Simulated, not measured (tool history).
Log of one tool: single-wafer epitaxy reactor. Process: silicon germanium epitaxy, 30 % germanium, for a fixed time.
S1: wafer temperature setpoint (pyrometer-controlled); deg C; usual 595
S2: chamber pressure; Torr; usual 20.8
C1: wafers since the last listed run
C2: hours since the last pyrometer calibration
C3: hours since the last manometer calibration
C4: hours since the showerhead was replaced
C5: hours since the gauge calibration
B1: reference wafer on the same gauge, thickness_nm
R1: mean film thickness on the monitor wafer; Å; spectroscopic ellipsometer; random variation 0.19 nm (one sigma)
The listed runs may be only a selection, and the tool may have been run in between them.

run 1 hour=0 | S1=595 S2=20.8 | C1=0 C2=1032.7 C3=2077.4 C4=3275.6 C5=223.5 | B1=50.993 | R1=526.61
run 2 hour=11.6 | S1=595 S2=23.4 | C1=271 C2=1044.3 C3=2089 C4=3287.2 C5=235.1 | B1=51.013 | R1=557.51
run 3 hour=22.2 | S1=595 S2=20.8 | C1=248 C2=1054.9 C3=2099.6 C4=3297.8 C5=245.7 | B1=50.947 | R1=529.35
run 4 hour=29.9 | S1=595 S2=20.8 | C1=180 C2=1062.6 C3=2107.3 C4=3305.5 C5=253.4 | B1=50.97 | R1=531.87
run 5 hour=37 | S1=595 S2=20.8 | C1=166 C2=1069.7 C3=2114.4 C4=3312.6 C5=260.5 | B1=51.022 | R1=527.88
run 6 hour=43.4 | S1=595 S2=20.8 | C1=150 C2=1076.1 C3=2120.8 C4=3319 C5=266.9 | B1=51.068 | R1=530.68
-- hour=51.8 gauge calibrated
run 7 hour=52.6 | S1=595 S2=19 | C1=215 C2=1085.3 C3=2130 C4=3328.2 C5=0.8 | B1=50.977 | R1=512.01
run 8 hour=65.7 | S1=595 S2=19 | C1=307 C2=1098.4 C3=2143.1 C4=3341.3 C5=13.9 | B1=50.934 | R1=512.34
run 9 hour=75.1 | S1=595 S2=19 | C1=220 C2=1107.8 C3=2152.5 C4=3350.7 C5=23.3 | B1=51 | R1=510.64
run 10 hour=92.2 | S1=595 S2=23.6 | C1=400 C2=1124.9 C3=2169.6 C4=3367.8 C5=40.4 | B1=50.996 | R1=561.32
run 11 hour=99.3 | S1=595 S2=20.8 | C1=166 C2=1132 C3=2176.7 C4=3374.9 C5=47.5 | B1=51.01 | R1=530.59
run 12 hour=149.8 | S1=590 S2=20.8 | C1=1183 C2=1182.5 C3=2227.2 C4=3425.4 C5=98 | B1=50.957 | R1=491.14
run 13 hour=161.7 | S1=595 S2=20.8 | C1=278 C2=1194.4 C3=2239.1 C4=3437.3 C5=109.9 | B1=50.947 | R1=529.49
run 14 hour=174.9 | S1=595 S2=20.8 | C1=309 C2=1207.6 C3=2252.3 C4=3450.5 C5=123.1 | B1=51.026 | R1=526.61
run 15 hour=181 | S1=595 S2=17.7 | C1=142 C2=1213.7 C3=2258.4 C4=3456.6 C5=129.2 | B1=51.027 | R1=494.44
run 16 hour=189.5 | S1=604 S2=16.2 | C1=199 C2=1222.2 C3=2266.9 C4=3465.1 C5=137.7 | B1=50.987 | R1=549.13
run 17 hour=201.5 | S1=595 S2=20.8 | C1=281 C2=1234.2 C3=2278.9 C4=3477.1 C5=149.7 | B1=51.063 | R1=533.09
-- hour=214.9 pyrometer calibrated
run 18 hour=215.4 | S1=590 S2=18.5 | C1=138 C2=0.5 C3=2292.8 C4=3491 C5=163.6 | B1=50.993 | R1=464.79
run 19 hour=223.5 | S1=599 S2=23.9 | C1=189 C2=8.6 C3=2300.9 C4=3499.1 C5=171.7 | B1=50.985 | R1=600.06
run 20 hour=230 | S1=585 S2=20.8 | C1=152 C2=15.1 C3=2307.4 C4=3505.6 C5=178.2 | B1=50.975 | R1=452.27
run 21 hour=246.5 | S1=609 S2=24.2 | C1=386 C2=31.6 C3=2323.9 C4=3522.1 C5=194.7 | B1=50.993 | R1=711.18
run 22 hour=254 | S1=601 S2=16.6 | C1=175 C2=39.1 C3=2331.4 C4=3529.6 C5=202.2 | B1=51.006 | R1=528.76

Run 23 comes next. What will it give?
run 23 hour=262 | S1=600 S2=22.5 | C1=187 C2=47.1 C3=2339.4 C4=3537.6 C5=210.2 | B1=? | R1=?

For run 23 the tool returned B1 50.974, R1 597.55 Å.
With no hidden state in the tool, this same run would have given R1 597.55 Å.

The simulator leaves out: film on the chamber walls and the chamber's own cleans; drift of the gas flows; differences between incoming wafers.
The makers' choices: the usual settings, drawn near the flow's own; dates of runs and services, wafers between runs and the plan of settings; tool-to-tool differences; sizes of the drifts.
